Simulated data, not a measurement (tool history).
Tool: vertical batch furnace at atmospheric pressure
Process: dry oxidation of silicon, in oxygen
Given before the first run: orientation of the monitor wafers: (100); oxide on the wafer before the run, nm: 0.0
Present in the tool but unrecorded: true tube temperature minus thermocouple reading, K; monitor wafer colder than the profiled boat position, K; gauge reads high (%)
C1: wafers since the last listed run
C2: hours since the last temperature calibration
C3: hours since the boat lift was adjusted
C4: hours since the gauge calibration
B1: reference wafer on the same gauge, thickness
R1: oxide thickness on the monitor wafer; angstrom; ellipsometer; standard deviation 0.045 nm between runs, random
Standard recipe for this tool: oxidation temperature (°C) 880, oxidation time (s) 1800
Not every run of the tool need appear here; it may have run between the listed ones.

run 1 day=0 | oxidation_temperature_(°C)=880 oxidation_time_(s)=1800 | C1=0 C2=2494.9 C3=2348.8 C4=1206.2 | B1=11.19 | R1=102.1
run 2 day=2.146 | oxidation_temperature_(°C)=880 oxidation_time_(s)=1800 | C1=1018 C2=2546.4 C3=2400.3 C4=1257.7 | B1=11.18 | R1=102.6
run 3 day=4.483 | oxidation_temperature_(°C)=880 oxidation_time_(s)=1800 | C1=1109 C2=2602.5 C3=2456.4 C4=1313.8 | B1=11.18 | R1=101.4
run 4 day=5.575 | oxidation_temperature_(°C)=880 oxidation_time_(s)=1800 | C1=517 C2=2628.7 C3=2482.6 C4=1340 | B1=11.2 | R1=102.9
run 5 day=7.608 | oxidation_temperature_(°C)=880 oxidation_time_(s)=1800 | C1=964 C2=2677.5 C3=2531.4 C4=1388.8 | B1=11.21 | R1=102.6
run 6 day=8.971 | oxidation_temperature_(°C)=880 oxidation_time_(s)=1800 | C1=646 C2=2710.2 C3=2564.1 C4=1421.5 | B1=11.19 | R1=103.1
run 7 day=10.296 | oxidation_temperature_(°C)=880 oxidation_time_(s)=1800 | C1=628 C2=2742 C3=2595.9 C4=1453.3 | B1=11.19 | R1=102
run 8 day=11.812 | oxidation_temperature_(°C)=880 oxidation_time_(s)=1800 | C1=719 C2=2778.4 C3=2632.3 C4=1489.7 | B1=11.18 | R1=102.8
run 9 day=14.121 | oxidation_temperature_(°C)=880 oxidation_time_(s)=1170 | C1=1095 C2=2833.8 C3=2687.7 C4=1545.1 | B1=11.19 | R1=75
run 10 day=15.929 | oxidation_temperature_(°C)=880 oxidation_time_(s)=1170 | C1=857 C2=2877.2 C3=2731.1 C4=1588.5 | B1=11.2 | R1=75.4
run 11 day=16.946 | oxidation_temperature_(°C)=880 oxidation_time_(s)=1800 | C1=482 C2=2901.6 C3=2755.5 C4=1612.9 | B1=11.2 | R1=102.6
run 12 day=18.462 | oxidation_temperature_(°C)=880 oxidation_time_(s)=1290 | C1=719 C2=2938 C3=2791.9 C4=1649.3 | B1=11.2 | R1=81
run 13 day=19.846 | oxidation_temperature_(°C)=880 oxidation_time_(s)=1800 | C1=656 C2=2971.2 C3=2825.1 C4=1682.5 | B1=11.18 | R1=101.2
run 14 day=27.562 | oxidation_temperature_(°C)=880 oxidation_time_(s)=1800 | C1=3661 C2=3156.4 C3=3010.3 C4=1867.7 | B1=11.2 | R1=102.4
run 15 day=29.575 | oxidation_temperature_(°C)=880 oxidation_time_(s)=1800 | C1=954 C2=3204.7 C3=3058.6 C4=1916 | B1=11.22 | R1=102.4
run 16 day=32.454 | oxidation_temperature_(°C)=896 oxidation_time_(s)=930 | C1=1366 C2=3273.8 C3=3127.7 C4=1985.1 | B1=11.19 | R1=76.4
run 17 day=34.183 | oxidation_temperature_(°C)=880 oxidation_time_(s)=1800 | C1=820 C2=3315.3 C3=3169.2 C4=2026.6 | B1=11.2 | R1=102.7
-- day=35.754 gauge calibrated
run 18 day=35.838 | oxidation_temperature_(°C)=890 oxidation_time_(s)=1440 | C1=784 C2=3355 C3=3208.9 C4=2 | B1=11.2 | R1=98
run 19 day=37.9 | oxidation_temperature_(°C)=880 oxidation_time_(s)=1800 | C1=978 C2=3404.5 C3=3258.4 C4=51.5 | B1=11.19 | R1=102.8
-- day=39.704 boat lift adjusted
run 20 day=39.725 | oxidation_temperature_(°C)=905 oxidation_time_(s)=1440 | C1=391 C2=3448.3 C3=0.5 C4=95.3 | B1=11.2 | R1=115.7
-- day=41.846 thermocouples replaced and temperature profile calibrated
run 21 day=41.867 | oxidation_temperature_(°C)=870 oxidation_time_(s)=1530 | C1=541 C2=0.5 C3=51.9 C4=146.7 | B1=11.19 | R1=75.9
run 22 day=43.096 | oxidation_temperature_(°C)=889 oxidation_time_(s)=900 | C1=583 C2=30 C3=81.4 C4=176.2 | B1=11.18 | R1=65
run 23 day=44.279 | oxidation_temperature_(°C)=864 oxidation_time_(s)=1560 | C1=561 C2=58.4 C3=109.8 C4=204.6 | B1=11.21 | R1=72.8
run 24 day=46.467 | oxidation_temperature_(°C)=880 oxidation_time_(s)=1290 | C1=1037 C2=110.9 C3=162.3 C4=257.1 | B1=11.17 | R1=76.7
run 25 day=48.55 | oxidation_temperature_(°C)=886 oxidation_time_(s)=1530 | C1=988 C2=160.9 C3=212.3 C4=307.1 | B1=11.19 | R1=91.9
run 26 day=50.908 | oxidation_temperature_(°C)=872 oxidation_time_(s)=1560 | C1=1118 C2=217.5 C3=268.9 C4=363.7 | B1=11.21 | R1=80.1
run 27 day=52.654 | oxidation_temperature_(°C)=862 oxidation_time_(s)=1110 | C1=828 C2=259.4 C3=310.8 C4=405.6 | B1=11.19 | R1=55.7
run 28 day=53.675 | oxidation_temperature_(°C)=880 oxidation_time_(s)=1800 | C1=484 C2=283.9 C3=335.3 C4=430.1 | B1=11.2 | R1=97.3
run 29 day=55.133 | oxidation_temperature_(°C)=900 oxidation_time_(s)=1800 | C1=691 C2=318.9 C3=370.3 C4=465.1 | B1=11.19 | R1=122.5
run 30 day=57.658 | oxidation_temperature_(°C)=858 oxidation_time_(s)=1350 | C1=1198 C2=379.5 C3=430.9 C4=525.7 | B1=11.2 | R1=61.5
run 31 day=59.708 | oxidation_temperature_(°C)=880 oxidation_time_(s)=1800 | C1=972 C2=428.7 C3=480.1 C4=574.9 | B1=11.21 | R1=97.6
run 32 day=61.567 | oxidation_temperature_(°C)=857 oxidation_time_(s)=930 | C1=881 C2=473.3 C3=524.7 C4=619.5 | B1=11.19 | R1=46.7
run 33 day=62.9 | oxidation_temperature_(°C)=880 oxidation_time_(s)=1200 | C1=632 C2=505.3 C3=556.7 C4=651.5 | B1=11.18 | R1=74.2
run 34 day=65.488 | oxidation_temperature_(°C)=868 oxidation_time_(s)=2220 | C1=1227 C2=567.4 C3=618.8 C4=713.6 | B1=11.19 | R1=99.5
run 35 day=67.108 | oxidation_temperature_(°C)=866 oxidation_time_(s)=1230 | C1=769 C2=606.3 C3=657.7 C4=752.5 | B1=11.2 | R1=63.8
run 36 day=69.05 | oxidation_temperature_(°C)=897 oxidation_time_(s)=930 | C1=921 C2=652.9 C3=704.3 C4=799.1 | B1=11.18 | R1=75.2
run 37 day=71.9 | oxidation_temperature_(°C)=880 oxidation_time_(s)=1440 | C1=1352 C2=721.3 C3=772.7 C4=867.5 | B1=11.21 | R1=84.7
run 38 day=73.742 | oxidation_temperature_(°C)=873 oxidation_time_(s)=2220 | C1=873 C2=765.5 C3=816.9 C4=911.7 | B1=11.21 | R1=106.5

Table of differences, measured result less the result of that run with no hidden state. Run-to-run variation is the same in both. Gauge scatter possibly is not:
run=1 R1=+5.9
run=2 R1=+6
run=3 R1=+5.9
run=4 R1=+6.1
run=5 R1=+6
run=6 R1=+6.1
run=7 R1=+6
run=8 R1=+6.1
run=9 R1=+4.6
run=10 R1=+4.6
run=11 R1=+6.2
run=12 R1=+5
run=13 R1=+6.1
run=14 R1=+6.3
run=15 R1=+6.3
run=16 R1=+4.7
run=17 R1=+6.3
run=18 R1=+5.9
run=19 R1=+6.4
run=20 R1=+6.8
run=21 R1=+0.1
run=22 R1=+0.1
run=23 R1=+0.3
run=24 R1=+0.5
run=25 R1=+0.8
run=26 R1=+0.9
run=27 R1=+0.7
run=28 R1=+1.3
run=29 R1=+1.7
run=30 R1=+1.1
run=31 R1=+1.9
run=32 R1=+1.1
run=33 R1=+1.7
run=34 R1=+2.4
run=35 R1=+1.6
run=36 R1=+1.9
run=37 R1=+2.4
run=38 R1=+3.2
